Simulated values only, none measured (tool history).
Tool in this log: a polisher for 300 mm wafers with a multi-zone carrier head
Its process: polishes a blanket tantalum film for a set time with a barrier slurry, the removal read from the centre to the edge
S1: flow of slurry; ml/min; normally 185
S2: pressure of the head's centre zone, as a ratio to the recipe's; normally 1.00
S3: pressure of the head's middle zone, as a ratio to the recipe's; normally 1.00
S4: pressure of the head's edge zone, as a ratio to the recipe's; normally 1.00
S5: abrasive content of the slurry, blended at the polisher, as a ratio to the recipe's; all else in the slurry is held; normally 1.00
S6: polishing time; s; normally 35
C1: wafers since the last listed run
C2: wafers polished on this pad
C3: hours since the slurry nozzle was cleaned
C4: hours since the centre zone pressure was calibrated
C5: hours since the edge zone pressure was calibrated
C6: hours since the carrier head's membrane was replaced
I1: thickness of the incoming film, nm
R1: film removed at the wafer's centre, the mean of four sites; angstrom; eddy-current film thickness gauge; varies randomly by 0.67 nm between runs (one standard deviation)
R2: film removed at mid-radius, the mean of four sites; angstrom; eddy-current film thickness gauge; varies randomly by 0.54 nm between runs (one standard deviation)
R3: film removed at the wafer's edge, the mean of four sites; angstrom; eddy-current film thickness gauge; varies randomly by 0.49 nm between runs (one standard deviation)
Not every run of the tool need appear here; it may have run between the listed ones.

run 1 hour=0.0 | S1=185 S2=1.00 S3=1.00 S4=1.00 S5=1.00 S6=35 | C1=0 C2=34 C3=135.7 C4=769.8 C5=848.9 C6=758.2 | I1=203.7 | R1=559 R2=494 R3=513
run 2 hour=24.5 | S1=145 S2=1.00 S3=1.00 S4=1.00 S5=1.00 S6=35 | C1=292 C2=326 C3=160.2 C4=794.3 C5=873.4 C6=782.7 | I1=199.5 | R1=541 R2=491 R3=493
run 3 hour=60.1 | S1=145 S2=1.00 S3=1.00 S4=1.00 S5=1.00 S6=35 | C1=424 C2=751 C3=195.8 C4=829.9 C5=909.0 C6=818.3 | I1=200.4 | R1=520 R2=468 R3=486
run 4 hour=75.7 | S1=145 S2=1.00 S3=1.00 S4=1.00 S5=1.00 S6=35 | C1=186 C2=937 C3=211.4 C4=845.5 C5=924.6 C6=833.9 | I1=201.0 | R1=519 R2=474 R3=480
run 5 hour=97.1 | S1=185 S2=1.00 S3=1.00 S4=1.00 S5=1.00 S6=35 | C1=255 C2=1192 C3=232.8 C4=866.9 C5=946.0 C6=855.3 | I1=203.4 | R1=529 R2=474 R3=480
-- hour=99.8 slurry nozzle cleaned
-- hour=117.7 worn pad replaced by a new one
run 6 hour=121.2 | S1=185 S2=1.00 S3=1.00 S4=1.00 S5=1.00 S6=35 | C1=227 C2=42 C3=21.4 C4=891.0 C5=970.1 C6=879.4 | I1=201.1 | R1=556 R2=501 R3=503
run 7 hour=193.2 | S1=185 S2=1.00 S3=1.00 S4=1.00 S5=1.00 S6=35 | C1=858 C2=900 C3=93.4 C4=963.0 C5=1042.1 C6=951.4 | I1=199.0 | R1=543 R2=487 R3=474
run 8 hour=210.3 | S1=185 S2=1.00 S3=1.00 S4=1.00 S5=1.00 S6=35 | C1=203 C2=1104 C3=110.5 C4=980.1 C5=1059.2 C6=968.5 | I1=203.3 | R1=533 R2=479 R3=484
-- hour=216.2 centre zone pressure recalibrated
-- hour=217.8 worn pad replaced by a new one
run 9 hour=255.3 | S1=120 S2=1.06 S3=1.00 S4=1.00 S5=1.30 S6=26 | C1=493 C2=447 C3=155.5 C4=39.1 C5=1104.2 C6=1013.5 | I1=196.8 | R1=386 R2=372 R3=381
run 10 hour=282.7 | S1=185 S2=1.00 S3=1.00 S4=0.94 S5=1.00 S6=35 | C1=326 C2=773 C3=182.9 C4=66.5 C5=1131.6 C6=1040.9 | I1=199.1 | R1=494 R2=497 R3=480
-- hour=293.3 edge zone pressure recalibrated
-- hour=300.7 slurry nozzle cleaned
run 11 hour=301.5 | S1=185 S2=1.00 S3=1.00 S4=1.04 S5=1.00 S6=35 | C1=188 C2=962 C3=0.8 C4=85.3 C5=8.2 C6=1059.7 | I1=200.4 | R1=488 R2=478 R3=499
-- hour=313.5 worn pad replaced by a new one
run 12 hour=315.7 | S1=185 S2=1.00 S3=1.00 S4=1.00 S5=1.10 S6=41 | C1=121 C2=26 C3=15.0 C4=99.5 C5=22.4 C6=1073.9 | I1=201.3 | R1=613 R2=607 R3=611
-- hour=322.2 carrier head's membrane replaced by a new one
run 13 hour=330.9 | S1=185 S2=1.00 S3=0.93 S4=1.00 S5=1.00 S6=44 | C1=121 C2=148 C3=30.2 C4=114.7 C5=37.6 C6=8.7 | I1=202.6 | R1=637 R2=601 R3=634
run 14 hour=342.9 | S1=185 S2=1.00 S3=1.00 S4=1.00 S5=1.00 S6=35 | C1=143 C2=291 C3=42.2 C4=126.7 C5=49.6 C6=20.7 | I1=199.7 | R1=507 R2=503 R3=506
run 15 hour=382.1 | S1=185 S2=1.00 S3=1.00 S4=1.00 S5=1.00 S6=35 | C1=467 C2=758 C3=81.4 C4=165.9 C5=88.8 C6=59.9 | I1=201.6 | R1=493 R2=483 R3=498
run 16 hour=398.0 | S1=185 S2=1.00 S3=1.00 S4=0.90 S5=1.10 S6=35 | C1=189 C2=948 C3=97.3 C4=181.8 C5=104.7 C6=75.8 | I1=202.0 | R1=498 R2=504 R3=472
run 17 hour=412.3 | S1=185 S2=1.00 S3=1.00 S4=1.00 S5=1.10 S6=35 | C1=170 C2=1118 C3=111.6 C4=196.1 C5=119.0 C6=90.1 | I1=196.6 | R1=505 R2=488 R3=491
-- hour=442.7 worn pad replaced by a new one
run 18 hour=445.1 | S1=140 S2=1.06 S3=1.00 S4=1.00 S5=1.25 S6=39 | C1=343 C2=28 C3=144.4 C4=228.9 C5=151.8 C6=122.9 | I1=201.5 | R1=613 R2=566 R3=578
run 19 hour=470.3 | S1=185 S2=1.00 S3=1.12 S4=1.00 S5=1.00 S6=25 | C1=300 C2=329 C3=169.6 C4=254.1 C5=177.0 C6=148.1 | I1=197.2 | R1=369 R2=388 R3=355
run 20 hour=502.8 | S1=185 S2=1.00 S3=1.08 S4=0.91 S5=1.00 S6=35 | C1=387 C2=716 C3=202.1 C4=286.6 C5=209.5 C6=180.6 | I1=197.1 | R1=504 R2=532 R3=473

Pick out some run-to-run changes in R1. Of each, how much would a tool without hidden state show as well, from the settings, what came in and chance, and how much is left for the hidden state and any gauge scatter not in both results compared?
Hidden state present: removal rate lost through wear of the pad, %; slurry flow missing at the pad, %; deviation of the centre zone's pressure from its setpoint, %; deviation of the edge zone's pressure from its setpoint, %.
Run 8 -> 9: S1 185 -> 120, S2 1.00 -> 1.06, S5 1.00 -> 1.30, S6 35 -> 26, centre zone pressure recalibrated, worn pad replaced by a new one. R1 -147 angstrom: hidden state -41, all else -106.
Run 17 -> 18: S1 185 -> 140, S2 1.00 -> 1.06, S5 1.10 -> 1.25, S6 35 -> 39, worn pad replaced by a new one. R1 +108 angstrom: hidden state +32, all else +76.
Run 18 -> 19: S1 140 -> 185, S2 1.06 -> 1.00, S3 1.00 -> 1.12, S5 1.25 -> 1.00, S6 39 -> 25. R1 -244 angstrom: hidden state -8, all else -236.

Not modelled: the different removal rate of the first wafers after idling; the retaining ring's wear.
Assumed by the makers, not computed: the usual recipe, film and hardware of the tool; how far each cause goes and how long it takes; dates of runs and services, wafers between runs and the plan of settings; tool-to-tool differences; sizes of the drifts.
